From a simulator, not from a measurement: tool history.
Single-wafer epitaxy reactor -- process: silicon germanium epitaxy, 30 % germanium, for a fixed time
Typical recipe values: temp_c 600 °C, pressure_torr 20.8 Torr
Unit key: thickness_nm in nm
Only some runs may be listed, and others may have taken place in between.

run,hour,temp_c,pressure_torr,"read-back reference wafer on the same gauge, thickness_nm",thickness_nm
1,0.0,600,20.8,57.040,60.070
2,46.0,600,24.7,56.874,63.913
3,353.3,590,20.8,56.866,50.834
4,408.1,590,20.8,56.903,50.222
5,452.4,590,20.8,56.906,50.650
6,543.4,600,20.8,56.898,59.901
7,590.6,600,20.8,57.081,59.229
8,671.1,600,20.8,56.854,59.903
9,772.2,600,20.8,56.877,58.708
10,878.9,603,20.8,56.878,62.609
11,972.1,603,20.8,56.902,62.365
12,1076.9,609,20.8,56.824,67.764
13,1148.1,609,20.8,56.924,68.393
# hour 1172.0: gauge calibrated
14,1205.1,589,20.8,56.933,49.199
15,1245.3,600,24.4,56.774,62.495
16,1291.4,600,20.8,57.055,58.967
# hour 1324.8: capacitance manometer re-zeroed and calibrated
17,1347.3,594,22.3,56.916,53.990
18,1390.1,615,15.7,56.865,66.695
19,1461.1,600,24.9,56.892,61.561
20,1558.3,590,20.8,56.857,49.227
21,1597.6,600,18.1,56.963,55.638
22,1655.1,590,17.2,56.885,46.145
23,1700.0,600,20.8,56.922,58.036
24,1740.5,594,19.4,56.901,51.445
# hour 1765.6: showerhead replaced
25,1791.3,595,24.5,56.819,56.163
26,1860.6,589,24.2,56.882,51.173
# hour 1966.2: pyrometer calibrated
27,1966.7,600,20.8,56.990,57.557
# hour 2058.8: capacitance manometer re-zeroed and calibrated, repeated, since the last time left the tool worse
28,2066.7,600,20.8,56.793,60.078
29,2159.8,589,24.4,56.871,52.878
30,2265.5,590,20.8,56.980,51.355
31,2354.4,610,20.8,56.871,69.973
32,2434.0,604,18.0,56.952,60.837
33,2518.7,608,15.7,56.892,62.241
34,2622.1,585,23.0,57.009,48.513
35,2674.0,600,20.8,56.924,59.521

Branching from run 35: 4 alternative next runs. What would each branch give?
A,2674.4,600,16.2,?,?
B,2674.4,605,25.0,?,?
C,2674.4,585,20.8,?,?
D,2674.4,587,19.0,?,?

run,"read-back reference wafer on the same gauge, thickness_nm",thickness_nm
A,56.922,54.970
B,56.922,69.063
C,56.922,46.817
D,56.922,46.919
With the hidden condition removed and each run's random variation left untouched, the same runs would have given:
run,thickness_nm
A,55.101
B,69.227
C,46.929
D,47.031
